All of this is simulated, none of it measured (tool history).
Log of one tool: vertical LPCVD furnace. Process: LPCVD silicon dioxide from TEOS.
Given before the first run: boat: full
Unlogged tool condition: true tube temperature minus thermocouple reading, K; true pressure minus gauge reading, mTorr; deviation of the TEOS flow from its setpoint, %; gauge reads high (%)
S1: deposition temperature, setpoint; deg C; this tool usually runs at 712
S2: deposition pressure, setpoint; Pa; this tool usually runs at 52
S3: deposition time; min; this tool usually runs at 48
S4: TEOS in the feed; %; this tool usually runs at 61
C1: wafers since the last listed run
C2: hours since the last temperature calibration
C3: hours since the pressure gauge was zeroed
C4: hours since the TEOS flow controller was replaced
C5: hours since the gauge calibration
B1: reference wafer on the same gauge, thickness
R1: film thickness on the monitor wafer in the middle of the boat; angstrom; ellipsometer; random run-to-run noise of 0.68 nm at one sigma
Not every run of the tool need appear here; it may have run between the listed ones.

| run | hour | S1 | S2 | S3 | S4 | C1 | C2 | C3 | C4 | C5 | B1 | R1 |
|---|---|---|---|---|---|---|---|---|---|---|---|---|
| 1 | 0 | 712 | 52 | 48 | 55 | 0 | 5230.4 | 2084.1 | 2447 | 248.6 | 381.99 | 4935.6 |
| 2 | 14.4 | 712 | 52 | 48 | 61 | 212 | 5244.8 | 2098.5 | 2461.4 | 263 | 381.93 | 5184.2 |
| 3 | 28.1 | 712 | 52 | 61 | 61 | 201 | 5258.5 | 2112.2 | 2475.1 | 276.7 | 381.87 | 6604.1 |
| 4 | 36 | 708 | 52 | 48 | 61 | 116 | 5266.4 | 2120.1 | 2483 | 284.6 | 382.29 | 4746.9 |
| 5 | 53.6 | 708 | 52 | 48 | 61 | 259 | 5284 | 2137.7 | 2500.6 | 302.2 | 382.06 | 4747.4 |
| 6 | 61.4 | 708 | 60 | 48 | 61 | 114 | 5291.8 | 2145.5 | 2508.4 | 310 | 381.98 | 5084.9 |
| 7 | 74.7 | 708 | 60 | 48 | 61 | 195 | 5305.1 | 2158.8 | 2521.7 | 323.3 | 382.09 | 5101.9 |
| 8 | 83.8 | 708 | 60 | 48 | 61 | 134 | 5314.2 | 2167.9 | 2530.8 | 332.4 | 381.69 | 5105.3 |
| 9 | 92.4 | 712 | 52 | 48 | 61 | 126 | 5322.8 | 2176.5 | 2539.4 | 341 | 381.75 | 5211.6 |
| 10 | 104.9 | 712 | 52 | 48 | 61 | 184 | 5335.3 | 2189 | 2551.9 | 353.5 | 382.09 | 5206.1 |
| 11 | 123.5 | 712 | 52 | 48 | 61 | 273 | 5353.9 | 2207.6 | 2570.5 | 372.1 | 381.99 | 5213.6 |
|  | 146.8 | gauge calibrated |
|  | 156.3 | thermocouples replaced and temperature profile calibrated |
|  | 165.6 | TEOS flow controller replaced |
| 12 | 166.1 | 712 | 52 | 48 | 61 | 136 | 9.8 | 2250.2 | 0.5 | 19.3 | 381.82 | 4674.7 |
| 13 | 171 | 706 | 52 | 48 | 68 | 72 | 14.7 | 2255.1 | 5.4 | 24.2 | 382.07 | 4305.6 |
| 14 | 176 | 716 | 40.7 | 58 | 66 | 73 | 19.7 | 2260.1 | 10.4 | 29.2 | 382.02 | 5727.4 |
| 15 | 187 | 712 | 52 | 48 | 61 | 162 | 30.7 | 2271.1 | 21.4 | 40.2 | 381.92 | 4681.8 |
| 16 | 204.2 | 723 | 52 | 56 | 61 | 253 | 47.9 | 2288.3 | 38.6 | 57.4 | 381.74 | 6986.4 |
| 17 | 217.2 | 712 | 42 | 41 | 54 | 191 | 60.9 | 2301.3 | 51.6 | 70.4 | 382.18 | 3396.9 |
| 18 | 234.5 | 712 | 52 | 55 | 49 | 254 | 78.2 | 2318.6 | 68.9 | 87.7 | 382.05 | 4798.6 |
| 19 | 248.2 | 712 | 52 | 61 | 71 | 201 | 91.9 | 2332.3 | 82.6 | 101.4 | 381.96 | 6426.2 |
| 20 | 257.5 | 724 | 46 | 55.5 | 61 | 136 | 101.2 | 2341.6 | 91.9 | 110.7 | 382.22 | 6673.4 |
| 21 | 270.2 | 712 | 46.7 | 55.5 | 58 | 187 | 113.9 | 2354.3 | 104.6 | 123.4 | 382.26 | 5022.7 |
|  | 296.9 | pressure gauge zeroed |
| 22 | 297.4 | 719 | 44.7 | 42.5 | 56 | 47 | 141.1 | 0.5 | 131.8 | 150.6 | 381.8 | 4235.6 |
| 23 | 302.4 | 712 | 52 | 56 | 61 | 73 | 146.1 | 5.5 | 136.8 | 155.6 | 382.1 | 5372.7 |
| 24 | 308.6 | 712 | 52 | 48 | 57 | 91 | 152.3 | 11.7 | 143 | 161.8 | 381.9 | 4444.7 |
| 25 | 319.4 | 722 | 43.3 | 48 | 69 | 159 | 163.1 | 22.5 | 153.8 | 172.6 | 382.15 | 5602.1 |
| 26 | 374.1 | 712 | 52 | 48 | 61 | 805 | 217.8 | 77.2 | 208.5 | 227.3 | 382.22 | 4607.5 |
| 27 | 389.2 | 704 | 52 | 54 | 65 | 222 | 232.9 | 92.3 | 223.6 | 242.4 | 381.75 | 4468.6 |
| 28 | 406.4 | 712 | 52 | 38.5 | 70 | 253 | 250.1 | 109.5 | 240.8 | 259.6 | 381.8 | 3953.2 |
| 29 | 424.2 | 712 | 62 | 48 | 61 | 262 | 267.9 | 127.3 | 258.6 | 277.4 | 381.9 | 5026.1 |
| 30 | 438.7 | 702 | 63.3 | 48 | 61 | 213 | 282.4 | 141.8 | 273.1 | 291.9 | 382.15 | 4047 |
| 31 | 456.1 | 712 | 52 | 48 | 61 | 256 | 299.8 | 159.2 | 290.5 | 309.3 | 382.02 | 4614.7 |

Predict each of these 4 candidate next runs independently; none follows another, all start after run 31:
| A | 461.1 | 712 | 52 | 48 | 61 | 73 | 304.8 | 164.2 | 295.5 | 314.3 | ? | ? |
| B | 461.1 | 724 | 52 | 48 | 65 | 73 | 304.8 | 164.2 | 295.5 | 314.3 | ? | ? |
| C | 461.1 | 716 | 64.7 | 66.5 | 61 | 73 | 304.8 | 164.2 | 295.5 | 314.3 | ? | ? |
| D | 461.1 | 720 | 52 | 53 | 61 | 73 | 304.8 | 164.2 | 295.5 | 314.3 | ? | ? |

| run | B1 | R1 |
|---|---|---|
| A | 381.71 | 4608 |
| B | 381.71 | 6222.5 |
| C | 381.71 | 7788 |
| D | 381.71 | 6090.2 |
Without the tool's hidden state the same runs would have given:
| run | R1 |
|---|---|
| A | 4533.5 |
| B | 6123.9 |
| C | 7666.6 |
| D | 5993.1 |
